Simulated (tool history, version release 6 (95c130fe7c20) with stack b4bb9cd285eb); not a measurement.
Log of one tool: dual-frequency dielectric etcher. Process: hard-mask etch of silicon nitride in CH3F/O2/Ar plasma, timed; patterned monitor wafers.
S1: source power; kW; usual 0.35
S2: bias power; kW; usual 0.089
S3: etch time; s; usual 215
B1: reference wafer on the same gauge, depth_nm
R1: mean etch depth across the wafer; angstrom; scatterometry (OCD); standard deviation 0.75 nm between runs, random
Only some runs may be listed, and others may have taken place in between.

{"run": 1, "hour": 0.0, "S1": 0.35, "S2": 0.089, "S3": 215, "B1": 172.7, "R1": 1473}
{"run": 2, "hour": 53.5, "S1": 0.35, "S2": 0.089, "S3": 215, "B1": 173.1, "R1": 1471}
{"run": 3, "hour": 95.5, "S1": 0.35, "S2": 0.089, "S3": 215, "B1": 173.1, "R1": 1480}
{"run": 4, "hour": 135.6, "S1": 0.35, "S2": 0.089, "S3": 215, "B1": 173.2, "R1": 1478}
{"run": 5, "hour": 194.3, "S1": 0.35, "S2": 0.089, "S3": 173.5, "B1": 173.3, "R1": 1192}
{"hour": 245.1, "done": "wet clean of the chamber"}
{"run": 6, "hour": 265.5, "S1": 0.35, "S2": 0.089, "S3": 173.5, "B1": 173.6, "R1": 1195}
{"run": 7, "hour": 320.8, "S1": 0.35, "S2": 0.089, "S3": 173.5, "B1": 173.8, "R1": 1196}
{"run": 8, "hour": 416.4, "S1": 0.35, "S2": 0.089, "S3": 215, "B1": 174.2, "R1": 1467}
{"run": 9, "hour": 510.2, "S1": 0.35, "S2": 0.089, "S3": 215, "B1": 174.6, "R1": 1498}
{"run": 10, "hour": 608.2, "S1": 0.35, "S2": 0.089, "S3": 195, "B1": 175, "R1": 1343}
{"hour": 699.4, "done": "bias power generator calibrated"}
{"hour": 724.8, "done": "wet clean of the chamber"}
{"run": 11, "hour": 725.3, "S1": 0.35, "S2": 0.089, "S3": 215, "B1": 175.6, "R1": 1506}
{"hour": 741.8, "done": "gauge calibrated"}
{"hour": 781.0, "done": "upper electrode replaced"}
{"run": 12, "hour": 781.5, "S1": 0.35, "S2": 0.089, "S3": 215, "B1": 172.2, "R1": 1470}
{"run": 13, "hour": 818.0, "S1": 0.35, "S2": 0.089, "S3": 169.5, "B1": 172.3, "R1": 1155}
{"hour": 898.6, "done": "source power generator calibrated"}
{"run": 14, "hour": 899.1, "S1": 0.4, "S2": 0.097, "S3": 193, "B1": 172.4, "R1": 1454}
{"run": 15, "hour": 933.1, "S1": 0.35, "S2": 0.102, "S3": 215, "B1": 172.3, "R1": 1542}
{"run": 16, "hour": 1010.5, "S1": 0.35, "S2": 0.089, "S3": 169.5, "B1": 172.3, "R1": 1159}
{"run": 17, "hour": 1115.9, "S1": 0.3, "S2": 0.104, "S3": 182, "B1": 172.6, "R1": 1201}
{"run": 18, "hour": 1200.7, "S1": 0.35, "S2": 0.077, "S3": 247, "B1": 172.9, "R1": 1599}
{"hour": 1226.9, "done": "wet clean of the chamber"}
{"run": 19, "hour": 1300.7, "S1": 0.35, "S2": 0.096, "S3": 275.5, "B1": 173, "R1": 1942}
{"run": 20, "hour": 1387.1, "S1": 0.35, "S2": 0.104, "S3": 215, "B1": 173.1, "R1": 1549}
{"run": 21, "hour": 1448.1, "S1": 0.35, "S2": 0.089, "S3": 215, "B1": 173.2, "R1": 1477}
{"run": 22, "hour": 1513.0, "S1": 0.35, "S2": 0.105, "S3": 262, "B1": 173.5, "R1": 1914}
{"run": 23, "hour": 1618.5, "S1": 0.42, "S2": 0.089, "S3": 189.5, "B1": 173.9, "R1": 1441}
{"hour": 1651.7, "done": "wet clean of the chamber"}
{"run": 24, "hour": 1668.2, "S1": 0.35, "S2": 0.089, "S3": 249, "B1": 174, "R1": 1712}
{"run": 25, "hour": 1759.2, "S1": 0.31, "S2": 0.105, "S3": 184.5, "B1": 174.3, "R1": 1268}
{"run": 26, "hour": 1863.8, "S1": 0.35, "S2": 0.089, "S3": 215, "B1": 174.8, "R1": 1485}
{"run": 27, "hour": 1966.2, "S1": 0.35, "S2": 0.105, "S3": 169.5, "B1": 175.3, "R1": 1248}
{"run": 28, "hour": 2044.0, "S1": 0.35, "S2": 0.089, "S3": 215, "B1": 176, "R1": 1515}
{"hour": 2164.3, "done": "wet clean of the chamber"}
{"run": 29, "hour": 2164.8, "S1": 0.35, "S2": 0.081, "S3": 267, "B1": 176.3, "R1": 1806}

How would selected steps in R1 from run to run divide? Give the signed amount a tool lacking its hidden state would still show from settings, what came in and random variation, and the signed amount left for the hidden state, including any gauge scatter that is not in both of the compared results.
What the log doesn't record here: etch rate over this chamber's usual, %; source power that arrives over what is set, %; bias power that arrives over what is set, %; gauge reads high (%).
Run 11 -> 12: gauge calibrated, upper electrode replaced. R1 -36 angstrom: hidden state -28, all else -8.
Run 22 -> 23: S1 0.35 -> 0.42, S2 0.105 -> 0.089, S3 262 -> 189.5. R1 -473 angstrom: hidden state -1, all else -472.
Run 24 -> 25: S1 0.35 -> 0.31, S2 0.089 -> 0.105, S3 249 -> 184.5. R1 -444 angstrom: hidden state -3, all else -441.
Run 28 -> 29: S2 0.089 -> 0.081, S3 215 -> 267, wet clean of the chamber. R1 +291 angstrom: hidden state +13, all else +278.

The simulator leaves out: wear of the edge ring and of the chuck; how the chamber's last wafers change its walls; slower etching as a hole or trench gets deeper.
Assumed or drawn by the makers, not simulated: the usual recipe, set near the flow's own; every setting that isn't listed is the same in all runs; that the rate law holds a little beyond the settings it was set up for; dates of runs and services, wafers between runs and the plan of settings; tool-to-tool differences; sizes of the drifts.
